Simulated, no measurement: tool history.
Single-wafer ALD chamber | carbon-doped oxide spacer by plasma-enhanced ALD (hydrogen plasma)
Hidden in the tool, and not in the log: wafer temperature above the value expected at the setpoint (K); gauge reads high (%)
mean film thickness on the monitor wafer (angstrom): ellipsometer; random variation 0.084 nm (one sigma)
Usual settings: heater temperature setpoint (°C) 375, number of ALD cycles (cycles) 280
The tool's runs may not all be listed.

run   hour  heater temperature setpoint (°C)  number of ALD cycles (cycles)  wafers since the last listed run  hours since the last thermocouple change  hours since the gauge calibration  read-back reference wafer on the same gauge, thickness_nm  mean film thickness on the monitor wafer (angstrom)
  1      0                               375                            309                                 0                                     874.5                              148.5                                                     12.884                                               156.76
  2   12.6                               375                            309                                16                                     887.1                              161.1                                                     12.887                                               156.62
  3   27.4                               368                            280                                19                                     901.9                              175.9                                                     12.903                                               143.09
  4   45.8                               368                            280                                24                                     920.3                              194.3                                                     12.909                                               142.42
  5   55.2                               375                            300                                12                                     929.7                              203.7                                                     12.894                                               151.96
  6   63.7                               375                            300                                11                                     938.2                              212.2                                                     12.869                                               152.52
  7   77.4                               375                            300                                17                                     951.9                              225.9                                                     12.901                                                153.8
  8   96.7                               370                            280                                25                                     971.2                              245.2                                                     12.865                                               141.99
  9  108.3                               370                            280                                15                                     982.8                              256.8                                                      12.89                                                143.1
 10  121.3                               370                            280                                16                                     995.8                              269.8                                                     12.922                                                141.9
     165.8  -- thermocouple changed; heater temperature recalibrated
 11  166.3                               375                            280                                48                                       0.5                              314.8                                                      12.88                                               141.28
 12    175                               381                            280                                11                                       9.2                              323.5                                                     12.911                                               141.06
 13  183.2                               381                            280                                10                                      17.4                              331.7                                                     12.899                                               141.39
 14  195.8                               375                            280                                16                                        30                              344.3                                                     12.901                                               142.28
 15  204.9                               375                            280                                11                                      39.1                              353.4                                                     12.896                                               142.09
 16  217.3                               375                            235                                16                                      51.5                              365.8                                                     12.916                                               117.87
 17  228.7                               383                            306                                14                                      62.9                              377.2                                                     12.901                                               155.89
     237.1  -- gauge calibrated
 18  242.9                               379                            280                                18                                      77.1                                5.8                                                     12.883                                               142.76
 19  248.9                               364                            280                                 7                                      83.1                               11.8                                                     12.898                                               141.48
 20  262.9                               379                            311                                18                                      97.1                               25.8                                                     12.908                                               157.59
 21  314.7                               363                            335                                67                                     148.9                               77.6                                                      12.87                                               168.17
 22  327.7                               375                            280                                16                                     161.9                               90.6                                                      12.89                                               141.08
 23    343                               375                            280                                19                                     177.2                              105.9                                                     12.945                                               143.39
 24  353.8                               387                            304                                14                                       188                              116.7                                                     12.921                                               154.84
 25  365.1                               375                            280                                14                                     199.3                                128                                                     12.888                                               142.74
 26  372.5                               390                            299                                 9                                     206.7                              135.4                                                     12.886                                               151.53
 27  381.9                               375                            250                                12                                     216.1                              144.8                                                      12.89                                               127.13
 28  409.1                               375                            251                                35                                     243.3                                172                                                     12.893                                               127.29
 29  419.1                               375                            327                                13                                     253.3                                182                                                     12.877                                               166.18
 30  436.6                               368                            330                                22                                     270.8                              199.5                                                     12.894                                               167.21

3 ways to go on from here, each from the tool as it stands after run 30. What would each give?
  A  437.4                               375                            280                                 1                                     271.6                              200.3                                                          ?                                                    ?
  B  437.4                               375                            320                                 1                                     271.6                              200.3                                                          ?                                                    ?
  C  437.4                               375                            297                                 1                                     271.6                              200.3                                                          ?                                                    ?

run  read-back reference wafer on the same gauge, thickness_nm  mean film thickness on the monitor wafer (angstrom)
  A                                                     12.933                                               141.93
  B                                                     12.933                                               162.21
  C                                                     12.933                                               150.55
Without the tool's hidden state the same runs would have given:
run  mean film thickness on the monitor wafer (angstrom)
  A                                               141.93
  B                                               162.21
  C                                               150.55

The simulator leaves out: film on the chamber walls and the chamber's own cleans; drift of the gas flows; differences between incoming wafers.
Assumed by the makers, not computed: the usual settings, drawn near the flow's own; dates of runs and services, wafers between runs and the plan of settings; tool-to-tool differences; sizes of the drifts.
